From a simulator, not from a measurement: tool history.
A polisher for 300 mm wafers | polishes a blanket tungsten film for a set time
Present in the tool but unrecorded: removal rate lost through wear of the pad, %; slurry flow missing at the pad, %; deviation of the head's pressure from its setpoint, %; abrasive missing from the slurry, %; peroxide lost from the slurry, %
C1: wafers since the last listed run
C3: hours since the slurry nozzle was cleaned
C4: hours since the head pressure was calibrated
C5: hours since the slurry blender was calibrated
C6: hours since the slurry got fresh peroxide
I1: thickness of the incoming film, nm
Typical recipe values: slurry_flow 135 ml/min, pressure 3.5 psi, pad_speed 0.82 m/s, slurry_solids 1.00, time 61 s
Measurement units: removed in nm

{"run": 1, "hour": 0.0, "slurry_flow": 135, "pressure": 3.5, "pad_speed": 0.82, "slurry_solids": 1.0, "time": 61, "C1": 0, "wafers polished on this pad": 746, "C3": 492.9, "C4": 80.1, "C5": 50.4, "C6": 30.2, "I1": 608.7, "removed": 222.9}
{"run": 2, "hour": 14.4, "slurry_flow": 135, "pressure": 3.5, "pad_speed": 0.82, "slurry_solids": 1.0, "time": 61, "C1": 132, "wafers polished on this pad": 879, "C3": 507.3, "C4": 94.5, "C5": 64.8, "C6": 44.6, "I1": 626.1, "removed": 226.7}
{"hour": 19.8, "done": "slurry nozzle cleaned"}
{"run": 3, "hour": 26.5, "slurry_flow": 135, "pressure": 3.5, "pad_speed": 0.82, "slurry_solids": 1.0, "time": 61, "C1": 102, "wafers polished on this pad": 982, "C3": 6.7, "C4": 106.6, "C5": 76.9, "C6": 56.7, "I1": 628.1, "removed": 221.6}
{"run": 4, "hour": 43.3, "slurry_flow": 135, "pressure": 3.5, "pad_speed": 0.82, "slurry_solids": 1.0, "time": 61, "C1": 155, "wafers polished on this pad": 1137, "C3": 23.5, "C4": 123.4, "C5": 93.7, "C6": 73.5, "I1": 620.4, "removed": 220.3}
{"run": 5, "hour": 50.0, "slurry_flow": 135, "pressure": 4.1, "pad_speed": 0.82, "slurry_solids": 1.0, "time": 61, "C1": 61, "wafers polished on this pad": 1199, "C3": 30.2, "C4": 130.1, "C5": 100.4, "C6": 80.2, "I1": 610.9, "removed": 252.7}
{"hour": 60.4, "done": "worn pad replaced by a new one"}
{"run": 6, "hour": 62.7, "slurry_flow": 135, "pressure": 3.5, "pad_speed": 0.82, "slurry_solids": 1.0, "time": 74, "C1": 80, "wafers polished on this pad": 20, "C3": 42.9, "C4": 142.8, "C5": 113.1, "C6": 92.9, "I1": 618.1, "removed": 269.5}
{"run": 7, "hour": 79.9, "slurry_flow": 135, "pressure": 3.5, "pad_speed": 0.82, "slurry_solids": 1.0, "time": 61, "C1": 158, "wafers polished on this pad": 179, "C3": 60.1, "C4": 160.0, "C5": 130.3, "C6": 110.1, "I1": 610.2, "removed": 218.9}
{"run": 8, "hour": 94.1, "slurry_flow": 135, "pressure": 3.5, "pad_speed": 0.82, "slurry_solids": 1.0, "time": 61, "C1": 131, "wafers polished on this pad": 310, "C3": 74.3, "C4": 174.2, "C5": 144.5, "C6": 124.3, "I1": 617.8, "removed": 219.6}
{"hour": 98.0, "done": "slurry tank refilled with fresh slurry and peroxide"}
{"run": 9, "hour": 108.2, "slurry_flow": 135, "pressure": 3.5, "pad_speed": 0.82, "slurry_solids": 1.0, "time": 61, "C1": 120, "wafers polished on this pad": 431, "C3": 88.4, "C4": 188.3, "C5": 158.6, "C6": 10.2, "I1": 609.5, "removed": 226.7}
{"run": 10, "hour": 116.1, "slurry_flow": 135, "pressure": 3.5, "pad_speed": 0.82, "slurry_solids": 1.0, "time": 61, "C1": 72, "wafers polished on this pad": 504, "C3": 96.3, "C4": 196.2, "C5": 166.5, "C6": 18.1, "I1": 626.9, "removed": 228.3}
{"run": 11, "hour": 130.1, "slurry_flow": 135, "pressure": 3.5, "pad_speed": 0.82, "slurry_solids": 1.0, "time": 61, "C1": 129, "wafers polished on this pad": 634, "C3": 110.3, "C4": 210.2, "C5": 180.5, "C6": 32.1, "I1": 623.5, "removed": 223.5}
{"run": 12, "hour": 140.5, "slurry_flow": 175, "pressure": 3.5, "pad_speed": 0.82, "slurry_solids": 1.0, "time": 61, "C1": 96, "wafers polished on this pad": 730, "C3": 120.7, "C4": 220.6, "C5": 190.9, "C6": 42.5, "I1": 615.4, "removed": 232.9}
{"hour": 170.8, "done": "slurry blender recalibrated"}
{"run": 13, "hour": 179.2, "slurry_flow": 175, "pressure": 3.5, "pad_speed": 0.74, "slurry_solids": 1.0, "time": 61, "C1": 338, "wafers polished on this pad": 1069, "C3": 159.4, "C4": 259.3, "C5": 8.4, "C6": 81.2, "I1": 613.5, "removed": 205.4}
{"hour": 191.6, "done": "worn pad replaced by a new one"}
{"run": 14, "hour": 192.1, "slurry_flow": 120, "pressure": 3.5, "pad_speed": 0.82, "slurry_solids": 1.0, "time": 53, "C1": 82, "wafers polished on this pad": 4, "C3": 172.3, "C4": 272.2, "C5": 21.3, "C6": 94.1, "I1": 617.0, "removed": 187.7}
{"run": 15, "hour": 198.6, "slurry_flow": 175, "pressure": 3.5, "pad_speed": 1.02, "slurry_solids": 1.25, "time": 46, "C1": 60, "wafers polished on this pad": 64, "C3": 178.8, "C4": 278.7, "C5": 27.8, "C6": 100.6, "I1": 613.5, "removed": 218.6}
{"run": 16, "hour": 209.8, "slurry_flow": 135, "pressure": 3.5, "pad_speed": 0.96, "slurry_solids": 0.8, "time": 61, "C1": 103, "wafers polished on this pad": 167, "C3": 190.0, "C4": 289.9, "C5": 39.0, "C6": 111.8, "I1": 619.4, "removed": 247.4}
{"run": 17, "hour": 219.9, "slurry_flow": 135, "pressure": 3.5, "pad_speed": 0.82, "slurry_solids": 1.0, "time": 68, "C1": 93, "wafers polished on this pad": 260, "C3": 200.1, "C4": 300.0, "C5": 49.1, "C6": 121.9, "I1": 622.5, "removed": 241.8}
{"hour": 234.5, "done": "slurry tank refilled with fresh slurry and peroxide"}
{"run": 18, "hour": 235.4, "slurry_flow": 135, "pressure": 3.1, "pad_speed": 0.82, "slurry_solids": 1.0, "time": 61, "C1": 133, "wafers polished on this pad": 394, "C3": 215.6, "C4": 315.5, "C5": 64.6, "C6": 0.9, "I1": 612.3, "removed": 210.9}
{"run": 19, "hour": 249.6, "slurry_flow": 135, "pressure": 3.5, "pad_speed": 0.82, "slurry_solids": 0.85, "time": 61, "C1": 131, "wafers polished on this pad": 526, "C3": 229.8, "C4": 329.7, "C5": 78.8, "C6": 15.1, "I1": 609.9, "removed": 223.6}
{"run": 20, "hour": 264.7, "slurry_flow": 135, "pressure": 3.1, "pad_speed": 0.58, "slurry_solids": 1.3, "time": 61, "C1": 139, "wafers polished on this pad": 665, "C3": 244.9, "C4": 344.8, "C5": 93.9, "C6": 30.2, "I1": 622.8, "removed": 152.3}
{"run": 21, "hour": 282.3, "slurry_flow": 135, "pressure": 4.2, "pad_speed": 0.98, "slurry_solids": 1.0, "time": 61, "C1": 162, "wafers polished on this pad": 827, "C3": 262.5, "C4": 362.4, "C5": 111.5, "C6": 47.8, "I1": 615.1, "removed": 315.5}
{"run": 22, "hour": 293.8, "slurry_flow": 135, "pressure": 3.5, "pad_speed": 0.66, "slurry_solids": 1.0, "time": 50, "C1": 106, "wafers polished on this pad": 934, "C3": 274.0, "C4": 373.9, "C5": 123.0, "C6": 59.3, "I1": 620.1, "removed": 146.1}
{"run": 23, "hour": 311.5, "slurry_flow": 135, "pressure": 3.5, "pad_speed": 0.82, "slurry_solids": 0.7, "time": 61, "C1": 163, "wafers polished on this pad": 1097, "C3": 291.7, "C4": 391.6, "C5": 140.7, "C6": 77.0, "I1": 622.6, "removed": 210.7}
{"hour": 317.8, "done": "worn pad replaced by a new one"}
{"run": 24, "hour": 322.0, "slurry_flow": 135, "pressure": 3.5, "pad_speed": 0.82, "slurry_solids": 1.0, "time": 61, "C1": 60, "wafers polished on this pad": 38, "C3": 302.2, "C4": 402.1, "C5": 151.2, "C6": 87.5, "I1": 610.0, "removed": 216.7}
{"run": 25, "hour": 334.0, "slurry_flow": 115, "pressure": 3.5, "pad_speed": 0.98, "slurry_solids": 1.0, "time": 52, "C1": 110, "wafers polished on this pad": 149, "C3": 314.2, "C4": 414.1, "C5": 163.2, "C6": 99.5, "I1": 622.6, "removed": 221.1}
{"run": 26, "hour": 344.2, "slurry_flow": 135, "pressure": 3.5, "pad_speed": 0.74, "slurry_solids": 1.0, "time": 61, "C1": 94, "wafers polished on this pad": 243, "C3": 324.4, "C4": 424.3, "C5": 173.4, "C6": 109.7, "I1": 619.8, "removed": 197.0}
{"run": 27, "hour": 353.2, "slurry_flow": 135, "pressure": 3.5, "pad_speed": 0.58, "slurry_solids": 1.0, "time": 61, "C1": 83, "wafers polished on this pad": 326, "C3": 333.4, "C4": 433.3, "C5": 182.4, "C6": 118.7, "I1": 633.5, "removed": 153.9}

Here are 4 independent what-if runs from the current tool condition. What would each one return?
{"run": "A", "hour": 353.6, "slurry_flow": 135, "pressure": 3.5, "pad_speed": 0.82, "slurry_solids": 1.0, "time": 61, "C1": 3, "wafers polished on this pad": 330, "C3": 333.8, "C4": 433.7, "C5": 182.8, "C6": 119.1, "I1": 623.8, "removed": "?"}
{"run": "B", "hour": 353.6, "slurry_flow": 175, "pressure": 4.1, "pad_speed": 0.82, "slurry_solids": 1.2, "time": 53, "C1": 3, "wafers polished on this pad": 330, "C3": 333.8, "C4": 433.7, "C5": 182.8, "C6": 119.1, "I1": 623.8, "removed": "?"}
{"run": "C", "hour": 353.6, "slurry_flow": 135, "pressure": 3.0, "pad_speed": 1.04, "slurry_solids": 1.0, "time": 55, "C1": 3, "wafers polished on this pad": 330, "C3": 333.8, "C4": 433.7, "C5": 182.8, "C6": 119.1, "I1": 623.8, "removed": "?"}
{"run": "D", "hour": 353.6, "slurry_flow": 135, "pressure": 3.5, "pad_speed": 1.04, "slurry_solids": 1.0, "time": 61, "C1": 3, "wafers polished on this pad": 330, "C3": 333.8, "C4": 433.7, "C5": 182.8, "C6": 119.1, "I1": 623.8, "removed": "?"}

run=A removed=215.1
run=B removed=229.7
run=C removed=215.7
run=D removed=272.8
With no hidden state in the tool, these same runs would have given:
run=A removed=229.3
run=B removed=244.8
run=C removed=229.9
run=D removed=290.8

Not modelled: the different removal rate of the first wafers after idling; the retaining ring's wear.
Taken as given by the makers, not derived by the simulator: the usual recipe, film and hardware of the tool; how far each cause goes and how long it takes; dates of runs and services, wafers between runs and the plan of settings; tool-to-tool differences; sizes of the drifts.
